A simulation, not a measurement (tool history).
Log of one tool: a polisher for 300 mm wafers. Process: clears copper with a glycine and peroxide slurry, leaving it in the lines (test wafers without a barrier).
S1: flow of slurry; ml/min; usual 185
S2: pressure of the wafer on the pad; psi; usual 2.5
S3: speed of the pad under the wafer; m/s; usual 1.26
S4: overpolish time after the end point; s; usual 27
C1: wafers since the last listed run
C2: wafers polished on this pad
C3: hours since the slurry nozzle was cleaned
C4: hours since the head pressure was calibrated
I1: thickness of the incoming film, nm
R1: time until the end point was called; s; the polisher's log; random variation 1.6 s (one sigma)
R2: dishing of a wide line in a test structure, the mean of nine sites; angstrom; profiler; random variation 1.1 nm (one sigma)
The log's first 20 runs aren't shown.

run 21 hour=1222.3 | S1=130 S2=2 S3=0.94 S4=41 | C1=592 C2=867 C3=139.2 C4=1527.5 | I1=535.8 | R1=153.1 R2=788
run 22 hour=1289.4 | S1=140 S2=2.5 S3=1.26 S4=17 | C1=492 C2=1360 C3=206.3 C4=1594.6 | I1=545.7 | R1=102.3 R2=568
-- hour=1306.5 head pressure recalibrated
run 23 hour=1376.6 | S1=185 S2=2.5 S3=1.68 S4=42 | C1=625 C2=1985 C3=293.5 C4=70.1 | I1=539.6 | R1=82.6 R2=1069
run 24 hour=1446.8 | S1=185 S2=2.9 S3=1.26 S4=17 | C1=515 C2=2500 C3=363.7 C4=140.3 | I1=545.8 | R1=95.2 R2=618
-- hour=1484.1 slurry nozzle cleaned
run 25 hour=1520.9 | S1=185 S2=2.5 S3=1.26 S4=27 | C1=536 C2=3036 C3=36.8 C4=214.4 | I1=535.1 | R1=102.1 R2=764
-- hour=1531.3 worn pad replaced by a new one
run 26 hour=1621.4 | S1=250 S2=3 S3=1.7 S4=38 | C1=708 C2=660 C3=137.3 C4=314.9 | I1=531.5 | R1=64 R2=1169
run 27 hour=1701.6 | S1=120 S2=2.9 S3=1.04 S4=17 | C1=588 C2=1249 C3=217.5 C4=395.1 | I1=534.3 | R1=107.7 R2=525
run 28 hour=1758.7 | S1=185 S2=2.5 S3=1.26 S4=27 | C1=419 C2=1668 C3=274.6 C4=452.2 | I1=534 | R1=102.6 R2=777
run 29 hour=1844.9 | S1=185 S2=2 S3=1.26 S4=14 | C1=632 C2=2301 C3=360.8 C4=538.4 | I1=542.1 | R1=119.2 R2=410
-- hour=1856.8 worn pad replaced by a new one
-- hour=1860.2 slurry nozzle cleaned
run 30 hour=1889.6 | S1=185 S2=3 S3=1.66 S4=27 | C1=291 C2=233 C3=29.4 C4=583.1 | I1=541.1 | R1=66 R2=1017

5 ways to go on from here, each from the tool as it stands after run 30. What would each give?
run A hour=1890.1 | S1=150 S2=2.5 S3=1.26 S4=27 | C1=3 C2=236 C3=29.9 C4=583.6 | I1=540.2 | R1=? R2=?
run B hour=1890.1 | S1=125 S2=2.5 S3=1.44 S4=22 | C1=3 C2=236 C3=29.9 C4=583.6 | I1=540.2 | R1=? R2=?
run C hour=1890.1 | S1=215 S2=3.3 S3=1.26 S4=34 | C1=3 C2=236 C3=29.9 C4=583.6 | I1=540.2 | R1=? R2=?
run D hour=1890.1 | S1=185 S2=1.7 S3=1.26 S4=40 | C1=3 C2=236 C3=29.9 C4=583.6 | I1=540.2 | R1=? R2=?
run E hour=1890.1 | S1=130 S2=3.1 S3=1.42 S4=41 | C1=3 C2=236 C3=29.9 C4=583.6 | I1=540.2 | R1=? R2=?

run=A R1=99.2 R2=773
run=B R1=90 R2=717
run=C R1=75.5 R2=1066
run=D R1=133.9 R2=783
run=E R1=75.1 R2=1146
Without the tool's hidden state the same runs would have given:
run=A R1=106.9 R2=731
run=B R1=97.1 R2=676
run=C R1=81.5 R2=1013
run=D R1=143.5 R2=744
run=E R1=81.2 R2=1093
